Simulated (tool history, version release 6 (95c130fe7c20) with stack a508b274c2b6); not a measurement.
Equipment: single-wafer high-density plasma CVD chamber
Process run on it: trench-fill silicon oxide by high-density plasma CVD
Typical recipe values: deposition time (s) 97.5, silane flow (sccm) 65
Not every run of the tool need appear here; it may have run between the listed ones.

run	day	deposition time (s)	silane flow (sccm)	read-back reference wafer on the same gauge, thickness_nm	mean film thickness on the monitor wafer (angstrom)
1	0.000	106.2	65	711.307	7834.16
2	1.125	112.4	57	711.242	7266.52
3	3.642	112.4	57	710.721	7308.63
4	5.100	91.6	65	711.113	6772.85
5	6.392	91.6	65	710.916	6772.32
6	6.929	106.4	65	710.296	7913.79
7	8.300	106.4	65	711.489	7850.90
8	8.867	97.5	65	711.382	7243.59
9	11.496	97.5	65	711.310	7241.71
10	12.571	97.5	65	710.630	7258.02
11	13.217	97.5	65	710.847	7238.51
12	14.700	97.5	65	710.662	7263.91
# day 15.083: gauge calibrated
13	15.538	108.4	53	710.601	6517.65
# day 16.962: silane flow controller replaced
14	17.021	97.5	65	711.526	6833.46
15	17.871	88.6	58	711.071	5495.01
16	18.588	114.6	65	711.453	8086.09
17	19.300	113.4	62	710.987	7613.70
18	20.662	97.5	65	712.066	6863.61
19	21.438	97.5	65	711.120	6940.34
20	22.042	97.5	54	711.483	5737.42
21	23.208	97.5	65	711.722	6952.96
22	23.929	88.8	65	711.159	6371.78
23	24.950	81.7	65	711.287	5810.99
24	25.825	97.5	76	711.286	8178.40

Below, some changes in mean film thickness on the monitor wafer (angstrom) between adjacent runs. For each, the amount present without the hidden state too (settings, incoming material, random variation) and the amount remaining for the hidden state with gauge scatter not shared by both compared results:
Hidden state at play: delivered silane flow above the setpoint (%); gauge reads high (%).
Run 5 -> 6: deposition time (s) 91.6 -> 106.4. mean film thickness on the monitor wafer (angstrom) +1141.47: hidden state +68.68, all else +1072.79.
Run 13 -> 14: deposition time (s) 108.4 -> 97.5, silane flow (sccm) 53 -> 65, silane flow controller replaced. mean film thickness on the monitor wafer (angstrom) +315.81: hidden state -363.31, all else +679.12.
Run 15 -> 16: deposition time (s) 88.6 -> 114.6, silane flow (sccm) 58 -> 65. mean film thickness on the monitor wafer (angstrom) +2591.08: hidden state +33.72, all else +2557.36.
Run 23 -> 24: deposition time (s) 81.7 -> 97.5, silane flow (sccm) 65 -> 76. mean film thickness on the monitor wafer (angstrom) +2367.41: hidden state +67.96, all else +2299.45.
